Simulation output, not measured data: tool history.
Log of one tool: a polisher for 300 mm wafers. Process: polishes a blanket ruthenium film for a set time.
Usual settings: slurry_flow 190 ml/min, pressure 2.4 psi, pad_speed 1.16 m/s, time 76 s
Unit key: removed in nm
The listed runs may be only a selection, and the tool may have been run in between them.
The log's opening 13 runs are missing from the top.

run	hour	slurry_flow	pressure	pad_speed	time	incoming thickness of the incoming film, nm	removed
14	197.3	190	2.4	1.16	76	554.6	108.6
15	204.1	190	2.4	1.16	76	543	108.6
# hour 211.9: slurry nozzle cleaned
16	219.8	190	2.4	1.16	76	555.9	106.7
# hour 229.9: worn pad replaced by a new one
17	230.4	190	3.1	1.16	62	557.6	127.5
18	234.1	190	2.4	1.16	76	550.3	119.9
19	241.2	215	2.4	1.36	76	545.8	141.4
20	263.4	190	2.4	1.28	76	548.7	129.2
21	279.6	190	2.4	1.16	88	557.5	132.7
22	292.1	190	2.4	1.16	76	542.8	112.4
23	307.9	250	2.1	1.28	76	549.9	107.2
24	314	190	2.4	1.16	57	549.6	82.2
25	327.9	220	1.8	1.16	76	544.5	82.7
# hour 332.8: worn pad replaced by a new one
26	344.3	190	2.4	1.16	88	542.8	135.5
27	357.4	190	2.4	1.16	100	553.6	153.8
28	368.6	190	2.4	1.16	76	546.3	114.6
29	379.5	190	2.4	1.06	100	548.7	136.4
30	392.9	190	2.4	1.16	76	557.2	111.6
31	407.8	170	2	0.96	54	554.2	52.8
32	414.6	190	2.4	1.16	76	543.4	110.1
33	421.7	190	2.4	1.16	76	550.5	107.9
34	432.8	190	3	1.16	76	555.4	136.1
# hour 448.8: worn pad replaced by a new one
35	449.6	225	2.9	1.16	61	552.8	117
36	455.8	190	2.9	1.16	66	551.8	125.3
37	469.9	215	2.9	1.16	76	547.2	144.8
38	487.6	190	2.4	1.16	76	548.6	114.5

3 ways to go on from here, each from the tool as it stands after run 38. What would each give?
A	488.1	255	2.4	1.16	76	555.3	?
B	488.1	160	2.7	0.98	97	555.3	?
C	488.1	225	2.2	1.16	54	555.3	?

run	removed
A	123.6
B	140.2
C	79.3
What these runs would have given with no unlogged condition in the tool:
run	removed
A	129.6
B	147
C	83.2

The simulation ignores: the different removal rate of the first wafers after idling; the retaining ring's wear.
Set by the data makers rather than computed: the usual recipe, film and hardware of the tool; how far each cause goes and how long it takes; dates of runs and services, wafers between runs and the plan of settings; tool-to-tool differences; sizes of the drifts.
